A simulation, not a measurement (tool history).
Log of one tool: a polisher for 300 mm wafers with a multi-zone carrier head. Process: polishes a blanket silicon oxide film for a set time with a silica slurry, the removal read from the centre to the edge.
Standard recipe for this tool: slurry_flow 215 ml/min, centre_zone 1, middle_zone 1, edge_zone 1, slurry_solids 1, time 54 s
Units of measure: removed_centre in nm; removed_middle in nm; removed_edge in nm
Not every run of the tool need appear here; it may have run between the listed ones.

run,hour,slurry_flow,centre_zone,middle_zone,edge_zone,slurry_solids,time,wafers since the last listed run,wafers polished on this pad,hours since the slurry nozzle was cleaned,hours since the centre zone pressure was calibrated,hours since the edge zone pressure was calibrated,hours since the carrier head's membrane was replaced,"incoming thickness of the incoming film, nm",removed_centre,removed_middle,removed_edge
1,0,215,1,1,1,1,54,0,259,217.6,917.4,375.8,1089.4,1055.9,191.6,189.1,199.7
2,14.5,215,1,1,1,1,54,133,393,232.1,931.9,390.3,1103.9,1061.1,191.5,188.8,194.4
3,58.4,215,1,1,1.07,1,54,403,796,276,975.8,434.2,1147.8,1029.6,191.8,190.4,203.5
# hour 107.3: worn pad replaced by a new one
4,146.8,215,1,1,1,1,54,774,362,364.4,1064.2,522.6,1236.2,1057.3,189.5,185.9,194.8
5,169.3,215,1,1,1,1,54,206,569,386.9,1086.7,545.1,1258.7,1049.4,184.5,184.8,196.5
6,201.9,215,1,1,1,1,54,299,868,419.5,1119.3,577.7,1291.3,1064.5,187.2,184.4,193.6
7,217,215,1,1,1,1,54,138,1007,434.6,1134.4,592.8,1306.4,1032.3,187.8,184.1,195.2
# hour 222.1: edge zone pressure recalibrated
# hour 231.6: centre zone pressure recalibrated
8,239.8,215,1,1,1,1,54,172,1179,457.4,8.2,17.7,1329.2,1045.8,185.4,183.5,191.6
# hour 251.4: worn pad replaced by a new one
9,264,215,1,1.11,0.89,1,54,185,116,481.6,32.4,41.9,1353.4,1045.4,189.8,204.3,183.2
10,291.5,215,1,1,1,1,54,252,368,509.1,59.9,69.4,1380.9,1043.1,185.4,185.7,192.5
# hour 302.3: slurry nozzle cleaned
11,324.6,215,1,1,1,1,54,294,663,22.3,93,102.5,1414,1040.3,207.3,203,204.3
# hour 351: carrier head's membrane replaced by a new one
12,359.3,235,1,1,1.03,1,42,272,935,57,127.7,137.2,8.3,1028.9,158.8,156.9,163

For run 13, what comes out?
# hour 396.7: worn pad replaced by a new one
13,397.2,215,1.11,1,1.09,1.25,54,311,4,94.9,165.6,175.1,46.2,1050.9,?,?,?

{"run 13": {"removed_centre": 241.3, "removed_middle": 213.6, "removed_edge": 229.2}}
Without the tool's hidden state the same run would have given removed_centre 250 nm, removed_middle 220.4 nm, removed_edge 234.7 nm.
